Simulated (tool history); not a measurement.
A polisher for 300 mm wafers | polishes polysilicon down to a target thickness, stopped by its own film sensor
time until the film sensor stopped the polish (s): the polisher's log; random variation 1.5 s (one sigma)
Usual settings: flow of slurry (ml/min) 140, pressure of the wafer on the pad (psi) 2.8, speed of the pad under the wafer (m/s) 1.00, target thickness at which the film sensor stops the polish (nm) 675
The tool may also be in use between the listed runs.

run,day,flow of slurry (ml/min),pressure of the wafer on the pad (psi),speed of the pad under the wafer (m/s),target thickness at which the film sensor stops the polish (nm),wafers since the last listed run,wafers polished on this pad,hours since the slurry nozzle was cleaned,hours since the head pressure was calibrated,"incoming thickness of the incoming film, nm",time until the film sensor stopped the polish (s)
1,0.000,105,2.8,1.00,675,0,264,417.4,947.2,1182.7,89.8
2,1.612,105,2.8,1.00,675,536,801,456.1,985.9,1204.0,93.0
3,2.829,140,2.8,1.00,675,405,1206,485.3,1015.1,1202.6,84.3
4,3.462,140,2.8,1.00,675,210,1417,500.5,1030.3,1170.6,85.2
# day 3.708: worn pad replaced by a new one
5,4.479,140,2.8,1.00,675,283,257,524.9,1054.7,1179.5,83.8
6,5.304,140,2.8,1.00,675,274,532,544.7,1074.5,1208.6,88.0
7,6.383,140,2.8,1.00,675,359,891,570.6,1100.4,1198.9,83.8
8,7.550,140,2.8,1.00,675,388,1279,598.6,1128.4,1197.9,86.7
# day 8.408: worn pad replaced by a new one
9,10.925,140,2.8,1.00,675,1068,837,679.6,1209.4,1197.2,89.4
# day 11.592: head pressure recalibrated
10,11.725,140,2.8,1.00,675,238,1076,698.8,3.2,1209.5,91.4
11,12.354,105,2.8,1.00,675,209,1285,713.9,18.3,1189.6,87.5
# day 13.042: worn pad replaced by a new one
12,13.062,140,2.8,1.00,675,180,7,730.9,35.3,1208.4,90.7
# day 13.683: slurry nozzle cleaned
13,14.400,185,3.4,0.88,519,431,438,17.2,67.4,1174.8,89.8
14,15.408,115,2.8,0.84,675,335,774,41.4,91.6,1188.3,94.1
15,16.725,115,3.2,1.12,795,438,1212,73.0,123.2,1173.4,47.7
# day 16.979: worn pad replaced by a new one
16,17.954,160,2.8,1.18,675,353,324,102.5,152.7,1185.9,66.7
17,19.217,140,2.8,1.00,675,420,745,132.8,183.0,1208.0,85.5
18,19.738,140,2.8,1.00,675,173,918,145.3,195.5,1193.4,86.8
19,20.633,95,2.8,1.26,507,298,1216,166.8,217.0,1177.3,91.6
20,21.671,170,3.5,0.72,726,345,1562,191.7,241.9,1191.5,77.0

Hidden state at the last listed run before each entry between runs and at the first one after, where it differs:
Between runs 4 and 5: worn pad replaced by a new one (day 3.708)
  slurry flow missing at the pad, %: 38.5 -> 39
  measured less the result without the state, time until the film sensor stopped the polish (s): +6.5 -> +6.5
Between runs 8 and 9: worn pad replaced by a new one (day 8.408)
  slurry flow missing at the pad, %: 40.1 -> 40.9
  measured less the result without the state, time until the film sensor stopped the polish (s): +7.0 -> +7.5
Between runs 9 and 10: head pressure recalibrated (day 11.592)
  slurry flow missing at the pad, %: 40.9 -> 41.1
  measured less the result without the state, time until the film sensor stopped the polish (s): +7.5 -> +7.6
Between runs 11 and 12: worn pad replaced by a new one (day 13.042)
  slurry flow missing at the pad, %: 41.2 -> 41.3
  measured less the result without the state, time until the film sensor stopped the polish (s): +8.9 -> +7.6
Between runs 12 and 13: slurry nozzle cleaned (day 13.683)
  slurry flow missing at the pad, %: 41.3 -> 8.98
  measured less the result without the state, time until the film sensor stopped the polish (s): +7.6 -> +1.0
Between runs 15 and 16: worn pad replaced by a new one (day 16.979)
  slurry flow missing at the pad, %: 17.7 -> 21.5
  measured less the result without the state, time until the film sensor stopped the polish (s): +1.6 -> +2.2
